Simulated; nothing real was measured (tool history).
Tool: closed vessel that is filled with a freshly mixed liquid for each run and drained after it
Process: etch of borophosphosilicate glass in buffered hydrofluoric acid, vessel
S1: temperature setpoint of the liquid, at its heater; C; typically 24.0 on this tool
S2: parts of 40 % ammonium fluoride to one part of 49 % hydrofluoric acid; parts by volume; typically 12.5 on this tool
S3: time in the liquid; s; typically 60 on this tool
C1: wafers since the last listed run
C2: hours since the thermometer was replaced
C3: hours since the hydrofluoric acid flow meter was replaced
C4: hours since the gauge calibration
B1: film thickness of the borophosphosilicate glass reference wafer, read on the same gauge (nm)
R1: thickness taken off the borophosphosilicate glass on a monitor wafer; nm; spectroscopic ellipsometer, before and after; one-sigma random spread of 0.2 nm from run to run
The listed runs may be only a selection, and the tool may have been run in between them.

Run 1, hour 0.0: usual settings but S1 20.5 C; C1 0; C2 865.7; C3 1053.7; C4 2228.3; B1 70.00. Result: R1 49.70 nm.
Run 2, hour 99.3: usual settings but S1 26.0 C; C1 12236; C2 965.0; C3 1153.0; C4 2327.6; B1 70.02. Result: R1 66.90 nm.
At hour 108.4: hydrofluoric acid flow meter replaced.
Run 3, hour 175.3: usual settings but S1 27.0 C; C1 9241; C2 1041.0; C3 66.9; C4 2403.6; B1 70.00. Result: R1 70.49 nm.
Run 4, hour 218.4: usual settings but S1 27.0 C; C1 5310; C2 1084.1; C3 110.0; C4 2446.7; B1 70.00. Result: R1 70.60 nm.
Run 5, hour 313.4: usual settings; C1 11706; C2 1179.1; C3 205.0; C4 2541.7; B1 69.98. Result: R1 59.78 nm.
At hour 314.8: gauge calibrated.
Run 6, hour 382.2: usual settings; C1 8477; C2 1247.9; C3 273.8; C4 67.4; B1 70.01. Result: R1 59.48 nm.
Run 7, hour 453.8: usual settings; C1 8822; C2 1319.5; C3 345.4; C4 139.0; B1 70.03. Result: R1 59.66 nm.
Run 8, hour 503.5: usual settings but S2 9.5 parts by volume, S3 35 s; C1 6124; C2 1369.2; C3 395.1; C4 188.7; B1 69.99. Result: R1 44.88 nm.
Run 9, hour 591.5: usual settings but S3 30 s; C1 10843; C2 1457.2; C3 483.1; C4 276.7; B1 70.01. Result: R1 29.78 nm.
Run 10, hour 688.3: usual settings; C1 11927; C2 1554.0; C3 579.9; C4 373.5; B1 70.00. Result: R1 59.51 nm.
Run 11, hour 743.4: usual settings but S1 20.0 C; C1 6789; C2 1609.1; C3 635.0; C4 428.6; B1 70.02. Result: R1 48.01 nm.
Run 12, hour 805.9: usual settings; C1 7701; C2 1671.6; C3 697.5; C4 491.1; B1 69.99. Result: R1 59.58 nm.
Run 13, hour 850.7: usual settings but S1 25.5 C, S2 14.5 parts by volume; C1 5520; C2 1716.4; C3 742.3; C4 535.9; B1 70.05. Result: R1 56.04 nm.
Run 14, hour 896.5: usual settings but S1 26.5 C, S2 7.5 parts by volume, S3 45 s; C1 5643; C2 1762.2; C3 788.1; C4 581.7; B1 70.01. Result: R1 82.94 nm.
Run 15, hour 974.9: usual settings but S1 26.0 C, S2 14.5 parts by volume, S3 40 s; C1 9660; C2 1840.6; C3 866.5; C4 660.1; B1 69.97. Result: R1 38.11 nm.
At hour 982.9: thermometer replaced.
Run 16, hour 1076.8: usual settings; C1 12433; C2 93.9; C3 968.4; C4 762.0; B1 70.01. Result: R1 60.65 nm.
At hour 1123.2: hydrofluoric acid flow meter replaced.
Run 17, hour 1167.4: usual settings; C1 11040; C2 184.5; C3 44.2; C4 852.6; B1 70.03. Result: R1 60.91 nm.
Run 18, hour 1216.0: usual settings but S1 19.5 C; C1 5988; C2 233.1; C3 92.8; C4 901.2; B1 69.98. Result: R1 47.55 nm.
Run 19, hour 1255.8: usual settings but S2 10.0 parts by volume, S3 70 s; C1 4904; C2 272.9; C3 132.6; C4 941.0; B1 70.02. Result: R1 88.35 nm.
Run 20, hour 1566.5: usual settings but S1 28.0 C, S2 14.0 parts by volume, S3 80 s; C1 38285; C2 583.6; C3 443.3; C4 1251.7; B1 69.99. Result: R1 89.01 nm.
Run 21, hour 1615.9: usual settings but S2 14.0 parts by volume; C1 6087; C2 633.0; C3 492.7; C4 1301.1; B1 69.99. Result: R1 54.22 nm.
Run 22, hour 1659.1: usual settings but S1 21.0 C, S2 11.0 parts by volume, S3 80 s; C1 5323; C2 676.2; C3 535.9; C4 1344.3; B1 70.01. Result: R1 77.57 nm.
Run 23, hour 1760.5: usual settings but S1 27.0 C, S3 75 s; C1 12494; C2 777.6; C3 637.3; C4 1445.7; B1 70.00. Result: R1 88.79 nm.
Run 24, hour 1976.0: usual settings but S1 27.5 C, S2 8.0 parts by volume, S3 90 s; C1 26554; C2 993.1; C3 852.8; C4 1661.2; B1 70.00. Result: R1 165.82 nm.
Run 25, hour 2087.2: usual settings but S1 22.0 C, S2 10.0 parts by volume; C1 13702; C2 1104.3; C3 964.0; C4 1772.4; B1 70.02. Result: R1 66.73 nm.
At hour 2172.5: hydrofluoric acid flow meter replaced.
Run 26, hour 2184.8: usual settings; C1 11903; C2 1201.9; C3 12.3; C4 1870.0; B1 70.00. Result: R1 59.68 nm.
Run 27, hour 2250.2: usual settings; C1 8058; C2 1267.3; C3 77.7; C4 1935.4; B1 69.98. Result: R1 59.75 nm.
Run 28, hour 2294.2: usual settings but S1 20.0 C, S3 70 s; C1 5421; C2 1311.3; C3 121.7; C4 1979.4; B1 69.98. Result: R1 55.90 nm.
Run 29, hour 2346.5: usual settings but S2 11.0 parts by volume, S3 75 s; C1 6444; C2 1363.6; C3 174.0; C4 2031.7; B1 70.01. Result: R1 84.57 nm.
Run 30, hour 2471.3: usual settings but S1 21.5 C, S2 8.0 parts by volume, S3 80 s; C1 15378; C2 1488.4; C3 298.8; C4 2156.5; B1 70.01. Result: R1 105.06 nm.
At hour 2527.1: gauge calibrated.
Run 31, hour 2550.7: usual settings but S1 20.5 C, S2 9.0 parts by volume; C1 9783; C2 1567.8; C3 378.2; C4 23.6; B1 69.99. Result: R1 65.63 nm.
Run 32, hour 2599.1: usual settings but S2 8.5 parts by volume; C1 5963; C2 1616.2; C3 426.6; C4 72.0; B1 70.00. Result: R1 84.68 nm.

Predict each of these 3 candidate next runs independently; none follows another, all start after run 32:
Run A, hour 2599.8: usual settings; C1 86; C2 1616.9; C3 427.3; C4 72.7; B1 ?. Result: R1 ?.
Run B, hour 2599.8: usual settings but S3 35 s; C1 86; C2 1616.9; C3 427.3; C4 72.7; B1 ?. Result: R1 ?.
Run C, hour 2599.8: usual settings but S1 28.5 C, S3 95 s; C1 86; C2 1616.9; C3 427.3; C4 72.7; B1 ?. Result: R1 ?.

run     B1      R1
  A  70.02   59.49
  B  70.02   34.70
  C  70.02  119.77
With the hidden condition removed and each run's random variation left untouched, the same runs would have given:
run      R1
  A   61.02
  B   35.59
  C  122.77
